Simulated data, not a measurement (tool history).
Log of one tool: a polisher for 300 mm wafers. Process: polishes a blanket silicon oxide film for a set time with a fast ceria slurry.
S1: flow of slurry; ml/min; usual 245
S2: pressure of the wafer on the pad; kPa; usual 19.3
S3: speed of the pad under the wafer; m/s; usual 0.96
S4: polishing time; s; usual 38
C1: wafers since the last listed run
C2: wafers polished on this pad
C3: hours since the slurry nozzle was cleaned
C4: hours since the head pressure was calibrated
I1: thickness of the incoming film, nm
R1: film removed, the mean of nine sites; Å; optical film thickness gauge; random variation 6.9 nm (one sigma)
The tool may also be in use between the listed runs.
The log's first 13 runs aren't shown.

run	hour	S1	S2	S3	S4	C1	C2	C3	C4	I1	R1
14	287.2	245	19.3	0.96	42	271	912	512.6	514.4	1623.2	6921
15	310.8	245	19.3	0.96	42	237	1149	536.2	538.0	1655.2	6810
16	325.9	195	19.3	0.96	38	151	1301	551.3	553.1	1662.2	5936
17	346.3	195	19.3	0.96	38	205	1506	571.7	573.5	1654.7	5967
# hour 379.6: worn pad replaced by a new one
18	380.1	270	19.3	0.96	38	299	5	605.5	607.3	1601.7	6270
19	404.2	300	19.3	1.26	32	242	247	629.6	631.4	1619.8	6915
20	437.8	300	19.3	1.22	43	337	585	663.2	665.0	1633.3	8844
21	457.5	245	19.3	0.96	38	198	783	682.9	684.7	1607.0	6088
# hour 480.9: head pressure recalibrated
22	482.1	245	19.3	0.96	38	227	1010	707.5	1.2	1621.1	6024
23	515.6	280	22.1	0.70	42	336	1347	741.0	34.7	1635.1	5619
# hour 535.7: worn pad replaced by a new one
24	539.5	210	22.8	0.62	50	200	38	764.9	58.6	1653.7	5631
# hour 549.8: slurry nozzle cleaned
25	558.9	245	19.3	0.96	38	184	223	9.1	78.0	1656.3	6394
26	571.5	180	19.3	0.96	45	126	350	21.7	90.6	1621.2	7286
27	596.6	245	19.3	0.96	38	252	602	46.8	115.7	1640.8	6466
28	618.7	245	19.3	0.96	38	222	824	68.9	137.8	1628.4	6361
29	634.9	245	19.3	1.06	38	162	987	85.1	154.0	1623.0	7063
30	668.7	165	19.3	0.68	25	339	1327	118.9	187.8	1646.8	2829
31	682.9	180	24.8	0.96	33	142	1470	133.1	202.0	1623.2	6801
# hour 695.6: worn pad replaced by a new one
32	706.7	245	22.8	0.96	38	199	111	156.9	225.8	1608.6	7506
33	723.2	305	19.3	0.96	48	165	277	173.4	242.3	1621.2	8333
34	806.1	245	19.3	0.96	38	833	1110	256.3	325.2	1606.9	6429
35	847.3	245	19.3	1.16	38	414	1524	297.5	366.4	1614.8	7599
# hour 858.1: worn pad replaced by a new one
36	877.6	300	13.8	0.72	46	264	196	327.8	396.7	1663.0	4309
37	900.0	270	19.3	0.96	31	225	421	350.2	419.1	1629.5	5098

3 ways to go on from here, each from the tool as it stands after run 37. What would each give?
A	900.4	245	19.3	0.96	38	4	425	350.6	419.5	1608.0	?
B	900.4	295	24.8	0.86	47	4	425	350.6	419.5	1608.0	?
C	900.4	245	22.1	0.66	42	4	425	350.6	419.5	1608.0	?

run	R1
A	6456
B	9412
C	5607
Without the tool's hidden state the same runs would have given:
run	R1
A	6564
B	9542
C	5700
